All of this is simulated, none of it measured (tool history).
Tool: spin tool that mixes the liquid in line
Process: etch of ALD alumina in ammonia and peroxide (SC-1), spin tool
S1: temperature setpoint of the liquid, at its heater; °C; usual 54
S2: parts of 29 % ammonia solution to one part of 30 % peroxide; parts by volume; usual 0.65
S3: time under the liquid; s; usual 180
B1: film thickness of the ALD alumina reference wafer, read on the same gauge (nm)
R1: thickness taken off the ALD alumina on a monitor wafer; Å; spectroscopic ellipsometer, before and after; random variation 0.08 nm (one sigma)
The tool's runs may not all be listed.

Run 1, day 0: usual settings; B1 80. Result: R1 119.3 Å.
Run 2, day 0.371: usual settings but S3 225 s; B1 79.99. Result: R1 149.3 Å.
Run 3, day 0.65: usual settings but S2 0.85 parts by volume; B1 80.05. Result: R1 121.9 Å.
Run 4, day 1.208: usual settings but S2 0.85 parts by volume; B1 80.02. Result: R1 122.1 Å.
Run 5, day 1.954: usual settings but S1 48 °C, S2 0.95 parts by volume, S3 145 s; B1 80.01. Result: R1 71.9 Å.
Run 6, day 2.662: usual settings but S1 60.5 °C, S2 0.8 parts by volume, S3 270 s; B1 80.02. Result: R1 259.6 Å.
Run 7, day 3.179: usual settings; B1 79.97. Result: R1 119.5 Å.
Run 8, day 3.65: usual settings but S1 46 °C, S2 0.8 parts by volume; B1 80.03. Result: R1 78.6 Å.
Run 9, day 4.167: usual settings but S2 0.75 parts by volume, S3 235 s; B1 79.98. Result: R1 156.4 Å.
Run 10, day 4.696: usual settings but S1 57.5 °C, S3 280 s; B1 79.98. Result: R1 226.4 Å.
At day 5.012: gauge calibrated.
Run 11, day 5.083: usual settings but S2 0.75 parts by volume, S3 235 s; B1 80.04. Result: R1 158.3 Å.
Run 12, day 5.696: usual settings but S1 51.5 °C, S2 0.75 parts by volume, S3 290 s; B1 79.99. Result: R1 170.8 Å.
Run 13, day 6.167: usual settings; B1 80. Result: R1 119.1 Å.
At day 7.421: ammonia flow meter replaced.
At day 7.771: heated supply line repaired.
Run 14, day 8.217: usual settings but S1 51.5 °C, S2 0.75 parts by volume, S3 290 s; B1 80.01. Result: R1 209.8 Å.
At day 8.329: new drum of ammonia solution connected.
Run 15, day 8.746: usual settings but S2 0.9 parts by volume, S3 110 s; B1 80.01. Result: R1 92.3 Å.
At day 9.071: thermometer replaced.
Run 16, day 9.388: usual settings but S3 150 s; B1 79.97. Result: R1 108.3 Å.
Run 17, day 10.379: usual settings but S1 57 °C, S2 0.8 parts by volume; B1 80. Result: R1 154.7 Å.
Run 18, day 10.904: usual settings but S1 61.5 °C, S3 120 s; B1 80.06. Result: R1 127.6 Å.
Run 19, day 11.5: usual settings; B1 80.01. Result: R1 129.3 Å.
Run 20, day 12.067: usual settings but S1 57 °C, S2 0.75 parts by volume, S3 225 s; B1 80.02. Result: R1 190.9 Å.
Run 21, day 12.529: usual settings but S1 57.5 °C, S2 0.9 parts by volume, S3 215 s; B1 80. Result: R1 190.1 Å.
Run 22, day 12.917: usual settings but S1 49 °C, S2 0.4 parts by volume, S3 120 s; B1 80.01. Result: R1 62.2 Å.
Run 23, day 13.412: usual settings; B1 80.02. Result: R1 129.8 Å.
Run 24, day 13.958: usual settings but S1 59.5 °C, S2 0.9 parts by volume, S3 135 s; B1 79.99. Result: R1 134.8 Å.
Run 25, day 14.271: usual settings; B1 79.99. Result: R1 128.6 Å.
Run 26, day 14.554: usual settings but S1 59.5 °C, S2 0.5 parts by volume, S3 250 s; B1 79.99. Result: R1 233.6 Å.

Forecast each of these 3 alternatives for the next run:
Run A, day 14.575: usual settings; B1 ?. Result: R1 ?.
Run B, day 14.575: usual settings but S1 59 °C, S3 130 s; B1 ?. Result: R1 ?.
Run C, day 14.575: usual settings but S1 62 °C; B1 ?. Result: R1 ?.

run     B1     R1
  A  80.01    129
  B  80.01  121.2
  C  80.01  195.8
Without the tool's hidden state the same runs would have given:
run     R1
  A  131.4
  B  123.4
  C  199.3
